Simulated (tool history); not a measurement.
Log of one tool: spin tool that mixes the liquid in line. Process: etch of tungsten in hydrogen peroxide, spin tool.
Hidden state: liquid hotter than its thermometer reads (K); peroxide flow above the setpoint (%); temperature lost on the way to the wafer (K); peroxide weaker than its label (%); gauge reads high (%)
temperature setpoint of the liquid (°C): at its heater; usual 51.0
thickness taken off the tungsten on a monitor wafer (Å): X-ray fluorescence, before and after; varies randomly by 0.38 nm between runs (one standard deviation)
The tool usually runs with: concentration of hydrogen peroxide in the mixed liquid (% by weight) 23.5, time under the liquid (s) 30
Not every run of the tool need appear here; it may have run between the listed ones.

run     day  temperature setpoint of the liquid (°C)  concentration of hydrogen peroxide in the mixed liquid (% by weight)  time under the liquid (s)  wafers since the last listed run  hours since the thermometer was replaced  hours since the peroxide flow meter was replaced  hours since the heated supply line was repaired  hours since the drum of peroxide was connected  hours since the gauge calibration  read-back film thickness of the tungsten reference wafer, read on the same gauge (nm)  thickness taken off the tungsten on a monitor wafer (Å)
  1   0.000                                     51.0                                                                  23.5                         30                                 0                                    2364.2                                              72.1                                            588.7                                           966.8                               57.6                                                                                  49.98                                                    404.7
  2   7.942                                     51.0                                                                  23.5                         30                              1936                                    2554.8                                             262.7                                            779.3                                          1157.4                              248.2                                                                                  49.98                                                    406.6
  3  10.838                                     51.0                                                                  23.5                         30                               706                                    2624.3                                             332.2                                            848.8                                          1226.9                              317.7                                                                                  50.00                                                    413.8
  4  12.654                                     51.0                                                                  23.5                         30                               443                                    2667.9                                             375.8                                            892.4                                          1270.5                              361.3                                                                                  49.99                                                    411.1
  5  13.742                                     57.5                                                                  23.5                         30                               265                                    2694.0                                             401.9                                            918.5                                          1296.6                              387.4                                                                                  50.01                                                    606.3
     14.854  -- peroxide flow meter replaced
  6  15.550                                     57.5                                                                  23.5                         30                               430                                    2737.4                                              16.7                                            961.9                                          1340.0                              430.8                                                                                  50.01                                                    571.1
  7  17.625                                     57.5                                                                  23.5                         30                               506                                    2787.2                                              66.5                                           1011.7                                          1389.8                              480.6                                                                                  49.96                                                    578.8
  8  20.538                                     51.0                                                                  27.0                         30                               710                                    2857.1                                             136.4                                           1081.6                                          1459.7                              550.5                                                                                  50.01                                                    420.3
     21.983  -- new drum of peroxide connected
     24.792  -- thermometer replaced
     25.138  -- gauge calibrated
  9  28.596                                     51.0                                                                  23.5                         30                              1944                                      91.3                                             329.8                                           1275.0                                           158.7                               83.0                                                                                  49.99                                                    397.7
     29.354  -- heated supply line repaired
 10  30.733                                     51.0                                                                  23.5                         30                               511                                     142.6                                             381.1                                             33.1                                           210.0                              134.3                                                                                  50.02                                                    430.6
 11  32.738                                     61.0                                                                  23.5                         30                               488                                     190.7                                             429.2                                             81.2                                           258.1                              182.4                                                                                  50.01                                                    785.4
     32.908  -- peroxide flow meter replaced
 12  35.462                                     57.0                                                                  19.5                         25                               654                                     256.1                                              61.3                                            146.6                                           323.5                              247.8                                                                                  50.00                                                    445.3
 13  37.767                                     47.0                                                                  27.5                         30                               561                                     311.4                                             116.6                                            201.9                                           378.8                              303.1                                                                                  50.02                                                    349.4
 14  39.958                                     45.0                                                                  29.0                         15                               534                                     364.0                                             169.2                                            254.5                                           431.4                              355.7                                                                                  50.03                                                    158.0
 15  41.412                                     42.5                                                                  20.0                         15                               354                                     398.9                                             204.1                                            289.4                                           466.3                              390.6                                                                                  50.02                                                    111.8

3 ways to go on from here, each from the tool as it stands after run 15. What would each give?
  A  41.429                                     51.0                                                                  19.0                         30                                 4                                     399.3                                             204.5                                            289.8                                           466.7                              391.0                                                                                      ?                                                        ?
  B  41.429                                     51.0                                                                  26.0                         30                                 4                                     399.3                                             204.5                                            289.8                                           466.7                              391.0                                                                                      ?                                                        ?
  C  41.429                                     51.0                                                                  29.5                         30                                 4                                     399.3                                             204.5                                            289.8                                           466.7                              391.0                                                                                      ?                                                        ?

run  read-back film thickness of the tungsten reference wafer, read on the same gauge (nm)  thickness taken off the tungsten on a monitor wafer (Å)
  A                                                                                  50.02                                                    375.8
  B                                                                                  50.02                                                    439.6
  C                                                                                  50.02                                                    462.9
Had the tool no hidden state, the same runs would have come out as:
run  thickness taken off the tungsten on a monitor wafer (Å)
  A                                                    370.2
  B                                                    433.1
  C                                                    461.3

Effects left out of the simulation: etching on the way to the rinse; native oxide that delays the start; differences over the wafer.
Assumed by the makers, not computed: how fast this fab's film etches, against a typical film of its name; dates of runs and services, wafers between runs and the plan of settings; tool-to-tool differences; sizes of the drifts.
